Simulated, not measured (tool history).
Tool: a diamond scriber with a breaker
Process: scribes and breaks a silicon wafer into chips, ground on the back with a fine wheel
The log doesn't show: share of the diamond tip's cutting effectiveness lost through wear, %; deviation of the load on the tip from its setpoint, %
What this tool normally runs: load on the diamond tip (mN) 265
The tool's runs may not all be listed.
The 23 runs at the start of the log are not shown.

run	hour	load on the diamond tip (mN)	wafers since the last listed run	hours since the diamond tip was replaced	hours since the load on the tip was calibrated	incoming depth of the damage left on the back of the incoming wafer, um	depth of the median crack under the scribed line (nm)	chips rejected at inspection after the break (%)
24	517.8	265	94	135.9	73.4	1.85	8980	1.75
25	543.9	337	108	162	99.5	2.02	9910	5.03
26	561.2	219	72	179.3	116.8	1.6	8160	1.03
27	573.9	320	52	192	129.5	2.98	9910	5.68
28	593.9	210	83	212	149.5	1.87	7960	1.37
# hour 610.1: load on the tip recalibrated, repeated, since the last time left the tool worse
# hour 644.7: diamond tip replaced by a new one
29	645.2	236	197	0.5	35.1	2.66	7670	3.46
30	674.1	335	120	29.4	64	1.56	9390	2.17
31	708.7	343	144	64	98.6	1.94	9280	2.65
32	720.9	300	50	76.2	110.8	2.44	8740	2.22
33	738.4	222	72	93.7	128.3	1.58	7420	1.7
34	757.8	265	80	113.1	147.7	1.69	7960	0.99
35	775.1	313	72	130.4	165	2.55	8920	2.73
36	808.2	186	138	163.5	198.1	1.6	6920	3.87
37	823.7	311	64	179	213.6	2.08	8760	2
38	842.6	265	78	197.9	232.5	1.64	8150	0.99
39	855.7	265	54	211	245.6	2.87	8090	3.5
40	883.1	265	114	238.4	273	1.52	8100	0.92

5 ways to go on from here, each from the tool as it stands after run 40. What would each give?
A	883.7	189	2	239	273.6	1.57	?	?
B	883.7	216	2	239	273.6	1.57	?	?
C	883.7	235	2	239	273.6	1.57	?	?
D	883.7	218	2	239	273.6	1.57	?	?
E	883.7	334	2	239	273.6	1.57	?	?

run	depth of the median crack under the scribed line (nm)	chips rejected at inspection after the break (%)
A	6890	3.47
B	7320	1.96
C	7610	1.33
D	7350	1.87
E	9070	2.04
What these runs would have given with no unlogged condition in the tool:
run	depth of the median crack under the scribed line (nm)	chips rejected at inspection after the break (%)
A	6890	3.45
B	7320	1.94
C	7620	1.32
D	7350	1.86
E	9080	2.05
